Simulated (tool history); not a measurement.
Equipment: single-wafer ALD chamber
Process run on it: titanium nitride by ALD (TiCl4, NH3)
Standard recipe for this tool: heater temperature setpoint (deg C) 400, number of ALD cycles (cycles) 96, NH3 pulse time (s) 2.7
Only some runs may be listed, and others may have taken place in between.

run    hour  heater temperature setpoint (deg C)  number of ALD cycles (cycles)  NH3 pulse time (s)  read-back reference wafer on the same gauge, thickness_nm  mean film thickness on the monitor wafer (Å)
  1       0                                  397                             96                 2.7                                                      2.696                                         23.29
  2    47.6                                  397                             96                 2.7                                                      2.692                                         23.19
  3   105.6                                  397                             96                 2.7                                                      2.693                                         23.26
  4   171.6                                  404                             96                 2.7                                                       2.69                                         23.41
  5   208.1                                  404                             96                 2.7                                                      2.688                                         23.24
  6   252.7                                  404                             96                 2.7                                                      2.687                                         23.36
  7   301.4                                  400                             88                3.52                                                      2.684                                         21.41
  8   356.2                                  400                             88                3.52                                                      2.684                                         21.48
  9   423.9                                  400                             88                3.52                                                      2.682                                          21.4
 10   459.9                                  394                             96                 2.7                                                       2.68                                         23.15
 11   494.2                                  394                             96                 2.7                                                      2.678                                         23.06
      553.2  -- thermocouple changed; heater temperature recalibrated
 12   553.7                                  394                             96                 2.7                                                      2.677                                         23.08
 13   584.9                                  400                             96                 2.7                                                      2.675                                         23.12
      748.6  -- gauge calibrated
 14   775.9                                  400                             96                 2.7                                                       2.71                                         23.61
 15   827.1                                  400                             96                 2.7                                                      2.706                                         23.47
 16   864.4                                  400                            100                 2.7                                                      2.703                                         24.47
 17   905.2                                  390                             89                1.65                                                      2.703                                         21.34
 18   968.5                                  397                             96                 2.7                                                      2.701                                         23.38
 19   993.1                                  406                            110                2.09                                                      2.698                                         26.65
 20  1062.4                                  393                             81                3.35                                                      2.698                                         19.78
 21    1100                                  407                             81                1.72                                                      2.695                                         19.52
 22  1134.5                                  407                             82                1.94                                                      2.692                                         19.83
 23  1167.1                                  385                             88                1.81                                                      2.694                                         20.93
     1217.3  -- showerhead replaced
 24  1311.6                                  400                             96                 2.7                                                      2.689                                         23.28
 25  1370.2                                  395                            104                 2.7                                                      2.684                                         25.21
 26  1428.3                                  400                             96                3.67                                                      2.682                                         23.49
 27  1482.7                                  414                            104                3.73                                                      2.683                                         25.39
 28    1521                                  392                             96                 2.7                                                      2.678                                          23.1
 29    1561                                  387                             77                 2.7                                                       2.68                                          18.4
 30  1595.4                                  414                            109                2.22                                                      2.677                                         26.33
 31  1620.4                                  400                             96                 2.7                                                      2.677                                         23.15
 32  1660.4                                  387                             88                 2.7                                                      2.674                                         21.23
 33  1707.3                                  400                             83                 2.7                                                      2.674                                         19.97

Predict each of these 4 candidate next runs independently; none follows another, all start after run 33:
  A  1707.9                                  415                             96                 2.7                                                          ?                                             ?
  B  1707.9                                  400                            107                1.86                                                          ?                                             ?
  C  1707.9                                  400                             96                2.04                                                          ?                                             ?
  D  1707.9                                  413                            106                2.16                                                          ?                                             ?

run  read-back reference wafer on the same gauge, thickness_nm  mean film thickness on the monitor wafer (Å)
  A                                                      2.672                                         23.32
  B                                                      2.672                                         25.67
  C                                                      2.672                                         23.09
  D                                                      2.672                                         25.61
Take away the tool's hidden state, keep each run's random variation, and the runs would have read:
run  mean film thickness on the monitor wafer (Å)
  A                                         23.64
  B                                         26.03
  C                                         23.41
  D                                         25.97

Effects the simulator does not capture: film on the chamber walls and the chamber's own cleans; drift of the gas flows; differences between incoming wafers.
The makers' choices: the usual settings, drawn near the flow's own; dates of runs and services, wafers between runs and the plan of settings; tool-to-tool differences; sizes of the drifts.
